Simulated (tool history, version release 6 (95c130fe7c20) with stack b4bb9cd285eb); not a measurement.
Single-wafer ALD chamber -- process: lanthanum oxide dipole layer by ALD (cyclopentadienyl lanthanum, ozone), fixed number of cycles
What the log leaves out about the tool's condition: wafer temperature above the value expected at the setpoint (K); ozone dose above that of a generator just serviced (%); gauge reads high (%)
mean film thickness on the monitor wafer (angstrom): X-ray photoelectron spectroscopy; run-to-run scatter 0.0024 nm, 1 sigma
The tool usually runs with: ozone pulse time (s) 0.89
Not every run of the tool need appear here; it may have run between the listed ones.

run,day,ozone pulse time (s),wafers since the last listed run,hours since the last thermocouple change,hours since the last ozone generator service,hours since the showerhead was replaced,hours since the gauge calibration,"read-back reference wafer on the same gauge, thickness_nm",mean film thickness on the monitor wafer (angstrom)
1,0,0.72,0,657.5,955.8,2462.8,394.3,0.433,4.42
2,2.671,0.65,1322,721.6,1019.9,2526.9,458.4,0.432,4.23
3,4.921,0.65,1114,775.6,1073.9,2580.9,512.4,0.432,4.21
4,6.471,0.89,767,812.8,1111.1,2618.1,549.6,0.432,4.7
5,8.388,1,949,858.8,1157.1,2664.1,595.6,0.432,4.88
6,11.017,0.89,1302,921.9,1220.2,2727.2,658.7,0.431,4.68
7,13.558,0.89,1258,982.9,1281.2,2788.2,719.7,0.432,4.63
# day 15.308: showerhead replaced
8,15.329,0.89,712,1025.4,1323.7,0.5,762.2,0.432,4.66
# day 16.771: gauge calibrated
9,17.9,0.89,1273,1087.1,1385.4,62.2,27.1,0.432,4.59
10,20.462,0.89,1269,1148.6,1446.9,123.7,88.6,0.431,4.61
11,22.821,1.15,1168,1205.2,1503.5,180.3,145.2,0.432,4.97
12,24.954,0.62,1056,1256.4,1554.7,231.5,196.4,0.432,4.03
# day 26.283: thermocouple changed; heater temperature recalibrated
13,26.796,0.71,747,12.3,1598.9,275.7,240.6,0.432,4.2
14,29.738,0.89,1457,82.9,1669.5,346.3,311.2,0.432,4.52
# day 30.108: ozone generator serviced
15,31.925,0.89,918,135.4,43.6,398.8,363.7,0.431,4.88
16,33.533,0.89,796,174,82.2,437.4,402.3,0.432,4.87
17,36.138,1.13,1289,236.5,144.7,499.9,464.8,0.432,5.16
18,38.496,0.89,1168,293.1,201.3,556.5,521.4,0.432,4.83
19,41.396,0.98,1436,362.7,270.9,626.1,591,0.432,4.93
# day 42.992: gauge calibrated
20,43.746,0.58,1163,419.1,327.3,682.5,18.1,0.432,4.18
21,46.458,1.11,1343,484.2,392.4,747.6,83.2,0.432,5.14

Exercise: give the hidden state of the tool at every run:
wafer temperature above the value expected at the setpoint (K): 0 across all the runs
gauge reads high (%): 0 across all the runs
H1: ozone dose above that of a generator just serviced (%)
run,H1
1,-8.21
2,-9.03
3,-9.76
4,-10.3
5,-11
6,-11.9
7,-12.9
8,-13.6
9,-14.7
10,-15.9
11,-16.9
12,-18
13,-18.9
14,-20.3
15,-1.82
16,-1.85
17,-1.94
18,-2.07
19,-2.28
20,-2.5
21,-2.8

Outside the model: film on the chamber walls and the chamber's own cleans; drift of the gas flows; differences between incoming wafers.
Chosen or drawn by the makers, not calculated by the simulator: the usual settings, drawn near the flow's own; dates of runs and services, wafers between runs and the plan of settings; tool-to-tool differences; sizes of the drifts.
